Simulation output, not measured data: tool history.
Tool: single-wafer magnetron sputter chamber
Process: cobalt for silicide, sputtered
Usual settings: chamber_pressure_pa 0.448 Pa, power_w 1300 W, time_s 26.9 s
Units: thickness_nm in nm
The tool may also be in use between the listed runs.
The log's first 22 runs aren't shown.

run	day	chamber_pressure_pa	power_w	time_s	read-back reference wafer on the same gauge, thickness_nm	thickness_nm
23	65.775	0.282	1450	24.7	17.113	20.658
24	69.125	0.383	1100	26.9	17.097	16.682
# day 69.392: gauge calibrated
25	71.446	0.448	1300	26.9	17.085	19.062
26	75.871	0.448	1300	32.3	17.116	22.945
27	77.725	0.448	1300	26.9	17.096	19.007
28	80.583	0.357	1200	30.9	17.102	20.712
29	82.55	0.276	1150	31.1	17.141	20.278
# day 83.588: sputter target and shields replaced
30	85.825	0.569	1500	31.5	17.055	25.02
31	89.342	0.591	1300	26.9	17.099	18.694
32	91.262	0.448	1100	26.9	17.104	16.269
33	94.792	0.386	1050	25.4	17.144	14.931
34	98.367	0.355	1200	26.9	17.122	18.018
35	100.2	0.448	1300	23.4	17.09	16.634

3 ways to go on from here, each from the tool as it stands after run 35. What would each give?
A	100.217	0.448	1500	26.9	?	?
B	100.217	0.337	1050	22.3	?	?
C	100.217	0.448	1300	22.8	?	?

run	read-back reference wafer on the same gauge, thickness_nm	thickness_nm
A	17.096	22.097
B	17.096	13.193
C	17.096	16.232
Without the tool's hidden state the same runs would have given:
run	thickness_nm
A	22.474
B	13.418
C	16.509
